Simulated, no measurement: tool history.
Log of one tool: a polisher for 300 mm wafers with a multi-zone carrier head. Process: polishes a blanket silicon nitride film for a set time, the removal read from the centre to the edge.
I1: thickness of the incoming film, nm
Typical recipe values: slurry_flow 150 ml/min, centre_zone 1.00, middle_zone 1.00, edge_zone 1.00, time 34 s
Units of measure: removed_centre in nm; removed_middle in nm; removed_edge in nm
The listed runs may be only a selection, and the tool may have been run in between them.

Run 1, hour 0.0: usual settings but edge_zone 0.95; I1 370.9. Result: removed_centre 67.7 nm, removed_middle 65.4 nm, removed_edge 67.4 nm.
Run 2, hour 103.1: usual settings but edge_zone 0.95; I1 367.5. Result: removed_centre 65.7 nm, removed_middle 66.8 nm, removed_edge 68.2 nm.
At hour 130.5: worn pad replaced by a new one.
Run 3, hour 149.1: usual settings but edge_zone 0.95; I1 371.6. Result: removed_centre 67.0 nm, removed_middle 66.4 nm, removed_edge 66.6 nm.
Run 4, hour 196.6: usual settings; I1 369.6. Result: removed_centre 67.6 nm, removed_middle 65.8 nm, removed_edge 67.9 nm.
Run 5, hour 243.8: usual settings; I1 368.8. Result: removed_centre 64.7 nm, removed_middle 65.9 nm, removed_edge 70.2 nm.
Run 6, hour 314.6: usual settings; I1 369.9. Result: removed_centre 64.4 nm, removed_middle 66.3 nm, removed_edge 68.6 nm.
At hour 346.2: worn pad replaced by a new one.
At hour 379.1: carrier head's membrane replaced by a new one.
At hour 422.9: edge zone pressure recalibrated.
Run 7, hour 509.1: usual settings; I1 368.6. Result: removed_centre 63.1 nm, removed_middle 66.2 nm, removed_edge 68.1 nm.
Run 8, hour 560.5: usual settings; I1 376.1. Result: removed_centre 62.9 nm, removed_middle 62.6 nm, removed_edge 67.1 nm.
At hour 583.8: slurry nozzle cleaned.
At hour 584.9: centre zone pressure recalibrated.
At hour 588.2: worn pad replaced by a new one.
Run 9, hour 625.8: usual settings; I1 363.1. Result: removed_centre 67.9 nm, removed_middle 67.5 nm, removed_edge 68.7 nm.
Run 10, hour 668.1: usual settings; I1 363.2. Result: removed_centre 67.7 nm, removed_middle 68.2 nm, removed_edge 68.9 nm.
Run 11, hour 722.6: usual settings but slurry_flow 175 ml/min, centre_zone 1.11, edge_zone 1.04; I1 374.5. Result: removed_centre 75.3 nm, removed_middle 68.3 nm, removed_edge 71.6 nm.
At hour 788.7: worn pad replaced by a new one.
Run 12, hour 789.2: usual settings but slurry_flow 115 ml/min, centre_zone 0.94, middle_zone 0.92; I1 370.1. Result: removed_centre 59.9 nm, removed_middle 61.6 nm, removed_edge 66.7 nm.
Run 13, hour 853.3: usual settings but middle_zone 0.88, time 28 s; I1 368.8. Result: removed_centre 54.3 nm, removed_middle 48.5 nm, removed_edge 56.4 nm.
Run 14, hour 910.9: usual settings; I1 367.6. Result: removed_centre 66.1 nm, removed_middle 67.0 nm, removed_edge 68.2 nm.
Run 15, hour 962.3: usual settings but slurry_flow 105 ml/min, centre_zone 0.95; I1 369.7. Result: removed_centre 57.1 nm, removed_middle 62.3 nm, removed_edge 65.8 nm.
Run 16, hour 1004.9: usual settings but centre_zone 0.88, middle_zone 0.92, edge_zone 1.06; I1 365.9. Result: removed_centre 56.0 nm, removed_middle 61.0 nm, removed_edge 69.8 nm.
At hour 1019.0: worn pad replaced by a new one.
Run 17, hour 1068.5: usual settings but slurry_flow 180 ml/min, time 25 s; I1 376.3. Result: removed_centre 49.5 nm, removed_middle 47.3 nm, removed_edge 49.9 nm.
Run 18, hour 1116.5: usual settings but slurry_flow 115 ml/min, centre_zone 0.90, middle_zone 1.10, edge_zone 1.11; I1 361.4. Result: removed_centre 55.4 nm, removed_middle 67.1 nm, removed_edge 67.1 nm.

Subtracting, for every run, the result it would have given without the tool's unlogged condition from the measured result gives the following. The same run-to-run variation enters both numbers; the gauge's scatter may not:
The tool's hidden condition here consists of: removal rate lost through wear of the pad, %; slurry flow missing at the pad, %; deviation of the centre zone's pressure from its setpoint, %; deviation of the edge zone's pressure from its setpoint, %.
run  removed_centre  removed_middle  removed_edge
  1            -0.9            -0.7          -0.6
  2            -1.5            -1.4          -1.0
  3            -1.9            -1.6          -1.1
  4            -2.2            -1.9          -1.5
  5            -2.5            -2.3          -1.7
  6            -3.1            -2.9          -2.1
  7            -4.9            -4.5          -3.2
  8            -5.4            -4.7          -3.5
  9            -0.8            -0.7          -0.5
 10            -1.0            -0.9          -0.7
 11            -1.4            -1.2          -0.9
 12            -2.0            -1.7          -1.4
 13            -2.0            -1.5          -1.3
 14            -2.8            -2.5          -1.8
 15            -3.4            -3.3          -2.4
 16            -3.0            -3.0          -2.4
 17            -2.8            -2.3          -1.8
 18            -4.7            -4.9          -3.4

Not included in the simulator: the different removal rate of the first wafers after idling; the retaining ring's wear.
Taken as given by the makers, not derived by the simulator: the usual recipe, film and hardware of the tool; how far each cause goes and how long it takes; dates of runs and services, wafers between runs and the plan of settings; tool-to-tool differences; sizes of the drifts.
